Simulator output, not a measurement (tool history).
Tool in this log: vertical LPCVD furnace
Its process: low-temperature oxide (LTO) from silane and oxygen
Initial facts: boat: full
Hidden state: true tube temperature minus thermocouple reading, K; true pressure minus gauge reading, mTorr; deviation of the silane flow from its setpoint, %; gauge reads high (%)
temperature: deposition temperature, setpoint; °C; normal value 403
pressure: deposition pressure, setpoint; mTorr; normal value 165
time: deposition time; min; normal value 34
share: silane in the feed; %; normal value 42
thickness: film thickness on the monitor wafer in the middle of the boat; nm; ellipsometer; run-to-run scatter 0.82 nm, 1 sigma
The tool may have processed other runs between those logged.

| run | hour | temperature | pressure | time | share | wafers since the last listed run | hours since the last temperature calibration | hours since the pressure gauge was zeroed | hours since the silane flow controller was replaced | hours since the gauge calibration | read-back reference wafer on the same gauge, thickness | thickness |
|---|---|---|---|---|---|---|---|---|---|---|---|---|
| 1 | 0.0 | 403 | 165 | 34 | 42 | 0 | 4448.6 | 3066.2 | 2209.2 | 392.6 | 279.01 | 260.43 |
| 2 | 33.4 | 403 | 165 | 34 | 42 | 562 | 4482.0 | 3099.6 | 2242.6 | 426.0 | 278.81 | 261.96 |
| 3 | 62.4 | 403 | 165 | 34 | 42 | 488 | 4511.0 | 3128.6 | 2271.6 | 455.0 | 279.30 | 260.54 |
| 4 | 87.3 | 403 | 165 | 34 | 42 | 419 | 4535.9 | 3153.5 | 2296.5 | 479.9 | 278.76 | 259.78 |
| 5 | 106.5 | 403 | 165 | 34 | 42 | 323 | 4555.1 | 3172.7 | 2315.7 | 499.1 | 278.88 | 260.12 |
| 6 | 141.6 | 403 | 135 | 34 | 47 | 591 | 4590.2 | 3207.8 | 2350.8 | 534.2 | 279.03 | 236.38 |
| 7 | 156.7 | 403 | 135 | 34 | 47 | 254 | 4605.3 | 3222.9 | 2365.9 | 549.3 | 279.00 | 237.66 |
| 8 | 173.9 | 403 | 135 | 34 | 47 | 289 | 4622.5 | 3240.1 | 2383.1 | 566.5 | 278.88 | 237.77 |
| 9 | 204.3 | 403 | 165 | 34 | 48 | 512 | 4652.9 | 3270.5 | 2413.5 | 596.9 | 278.86 | 298.41 |
| 10 | 226.0 | 403 | 165 | 34 | 42 | 365 | 4674.6 | 3292.2 | 2435.2 | 618.6 | 278.99 | 259.15 |
| 11 | 258.5 | 403 | 165 | 34 | 42 | 547 | 4707.1 | 3324.7 | 2467.7 | 651.1 | 278.85 | 260.41 |
| 12 | 288.7 | 403 | 165 | 34 | 42 | 508 | 4737.3 | 3354.9 | 2497.9 | 681.3 | 279.06 | 261.25 |
| 13 | 317.7 | 403 | 165 | 34 | 42 | 488 | 4766.3 | 3383.9 | 2526.9 | 710.3 | 279.08 | 261.54 |
|  | 374.7 | thermocouples replaced and temperature profile calibrated |
|  | 377.4 | silane flow controller replaced |
|  | 394.7 | pressure gauge zeroed |
| 14 | 395.2 | 403 | 165 | 34 | 42 | 564 | 20.5 | 0.5 | 17.8 | 787.8 | 278.85 | 273.36 |
| 15 | 399.4 | 403 | 165 | 26 | 42 | 70 | 24.7 | 4.7 | 22.0 | 792.0 | 279.02 | 209.46 |
| 16 | 403.6 | 403 | 135 | 34 | 47 | 70 | 28.9 | 8.9 | 26.2 | 796.2 | 278.98 | 252.67 |
| 17 | 409.3 | 414 | 145 | 34 | 42 | 96 | 34.6 | 14.6 | 31.9 | 801.9 | 279.17 | 270.00 |
|  | 414.2 | gauge calibrated |
| 18 | 437.3 | 403 | 185 | 34 | 42 | 471 | 62.6 | 42.6 | 59.9 | 23.1 | 278.94 | 308.03 |
| 19 | 451.5 | 403 | 165 | 34 | 42 | 239 | 76.8 | 56.8 | 74.1 | 37.3 | 278.99 | 275.50 |

Forecast run 20:
| 20 | 507.2 | 403 | 165 | 34 | 42 | 938 | 132.5 | 112.5 | 129.8 | 93.0 | ? | ? |

{"run 20": {"read-back reference wafer on the same gauge, thickness": 278.82, "thickness": 273.07}}
With the hidden condition absent and the run-to-run variation left alone, this run would have shown thickness 273.36 nm.
